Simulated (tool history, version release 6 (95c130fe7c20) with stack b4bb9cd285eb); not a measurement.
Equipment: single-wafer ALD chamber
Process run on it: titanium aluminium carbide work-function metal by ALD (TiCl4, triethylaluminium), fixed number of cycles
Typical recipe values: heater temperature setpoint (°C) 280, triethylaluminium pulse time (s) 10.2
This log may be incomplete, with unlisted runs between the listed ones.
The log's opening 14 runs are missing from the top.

| run | hour | heater temperature setpoint (°C) | triethylaluminium pulse time (s) | read-back reference wafer on the same gauge, thickness_nm | mean film thickness on the monitor wafer (nm) |
|---|---|---|---|---|---|
| 15 | 373.2 | 266 | 13.29 | 1.95 | 1.545 |
| 16 | 393.4 | 273 | 6.8 | 1.952 | 1.509 |
|  | 416.2 | triethylaluminium bottle replaced |
| 17 | 416.7 | 290 | 6.31 | 1.952 | 1.625 |
| 18 | 437.6 | 280 | 7.88 | 1.95 | 1.601 |
| 19 | 473.1 | 285 | 12.31 | 1.954 | 1.708 |
| 20 | 502.4 | 266 | 6.47 | 1.953 | 1.433 |
| 21 | 520.1 | 267 | 10.2 | 1.953 | 1.535 |
| 22 | 550 | 276 | 10.2 | 1.956 | 1.605 |
|  | 558.6 | thermocouple changed; heater temperature recalibrated |
| 23 | 579.2 | 280 | 10.2 | 1.954 | 1.652 |
| 24 | 612.1 | 280 | 10.2 | 1.954 | 1.64 |
| 25 | 641.3 | 291 | 7.41 | 1.954 | 1.677 |
| 26 | 659.3 | 280 | 10.2 | 1.958 | 1.649 |
| 27 | 685.3 | 280 | 13.76 | 1.957 | 1.673 |
| 28 | 698.6 | 267 | 7.3 | 1.956 | 1.478 |
| 29 | 734.3 | 275 | 13.6 | 1.957 | 1.635 |
| 30 | 763.3 | 291 | 13.46 | 1.958 | 1.776 |
| 31 | 779.1 | 280 | 10.2 | 1.96 | 1.645 |
| 32 | 803.1 | 280 | 9.06 | 1.958 | 1.628 |
| 33 | 825.2 | 287 | 12.34 | 1.961 | 1.725 |

Each row is a separate what-if for the run after 33, all from the same tool condition, not one after another. Results?
| A | 825.6 | 280 | 10.2 | ? | ? |
| B | 825.6 | 287 | 10.2 | ? | ? |
| C | 825.6 | 280 | 11.68 | ? | ? |
| D | 825.6 | 287 | 8.55 | ? | ? |

| run | read-back reference wafer on the same gauge, thickness_nm | mean film thickness on the monitor wafer (nm) |
|---|---|---|
| A | 1.96 | 1.648 |
| B | 1.96 | 1.709 |
| C | 1.96 | 1.664 |
| D | 1.96 | 1.68 |
The same runs, with their run-to-run variation unchanged, on a tool lacking any hidden condition would have given:
| run | mean film thickness on the monitor wafer (nm) |
|---|---|
| A | 1.639 |
| B | 1.701 |
| C | 1.656 |
| D | 1.672 |
